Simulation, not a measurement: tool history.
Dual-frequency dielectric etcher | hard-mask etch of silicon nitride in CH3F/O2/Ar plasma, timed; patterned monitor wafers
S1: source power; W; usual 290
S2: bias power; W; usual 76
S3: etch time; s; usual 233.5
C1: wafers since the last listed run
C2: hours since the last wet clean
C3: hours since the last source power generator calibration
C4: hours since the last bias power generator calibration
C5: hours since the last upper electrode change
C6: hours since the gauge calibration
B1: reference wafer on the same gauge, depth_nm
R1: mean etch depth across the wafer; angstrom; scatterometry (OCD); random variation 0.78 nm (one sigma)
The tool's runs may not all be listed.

run   hour   S1  S2     S3   C1     C2      C3      C4      C5     C6     B1    R1
  1      0  290  76  233.5    0  197.6  1282.9  2141.3  3678.1  204.6  118.2  1390
  2   50.9  290  76  233.5  330  248.5  1333.8  2192.2    3729  255.5  118.5  1388
  3    103  290  76  233.5  338  300.6  1385.9  2244.3  3781.1  307.6  118.7  1386
  4  139.1  290  76  233.5  234  336.7    1422  2280.4  3817.2  343.7  118.7  1383
  5  168.7  290  76  233.5  192  366.3  1451.6    2310  3846.8  373.3  118.8  1401
  6  200.5  290  76  233.5  206  398.1  1483.4  2341.8  3878.6  405.1  118.8  1393
  7  258.5  290  76  233.5  376  456.1  1541.4  2399.8  3936.6  463.1  119.3  1397
     295.5  -- wet clean of the chamber
  8    296  290  76  233.5   87    0.5  1578.9  2437.3  3974.1  500.6  119.1  1404
  9  351.8  240  84  233.5  362   56.3  1634.7  2493.1  4029.9  556.4  119.9  1354
 10    394  240  84  233.5  274   98.5  1676.9  2535.3  4072.1  598.6  119.9  1358
     410.2  -- source power generator calibrated
 11  419.1  290  76  233.5  137  123.6     8.9  2560.4  4097.2  623.7  120.3  1415
     480.9  -- upper electrode replaced
 12  481.4  270  76    300  248  185.9    71.2  2622.7     0.5    686  120.9  1774
 13  513.9  290  94  303.5  211  218.4   103.7  2655.2      33  718.5  121.1  1987
     528.3  -- bias power generator calibrated
 14  565.2  290  76  233.5  307  269.7     155    36.9    84.3  769.8  121.5  1436
     581.3  -- gauge calibrated
 15  628.9  290  84  233.5  413  333.4   218.7   100.6     148   47.6  117.9  1422

Run 16 comes next. What will it give?
     681.5  -- wet clean of the chamber
 16  683.8  340  70  206  200  2.3  273.6  155.5  202.9  102.5   ?   ?

{"run 16": {"B1": 117.9, "R1": 1263}}
Without the tool's hidden state the same run would have given R1 1265 angstrom.
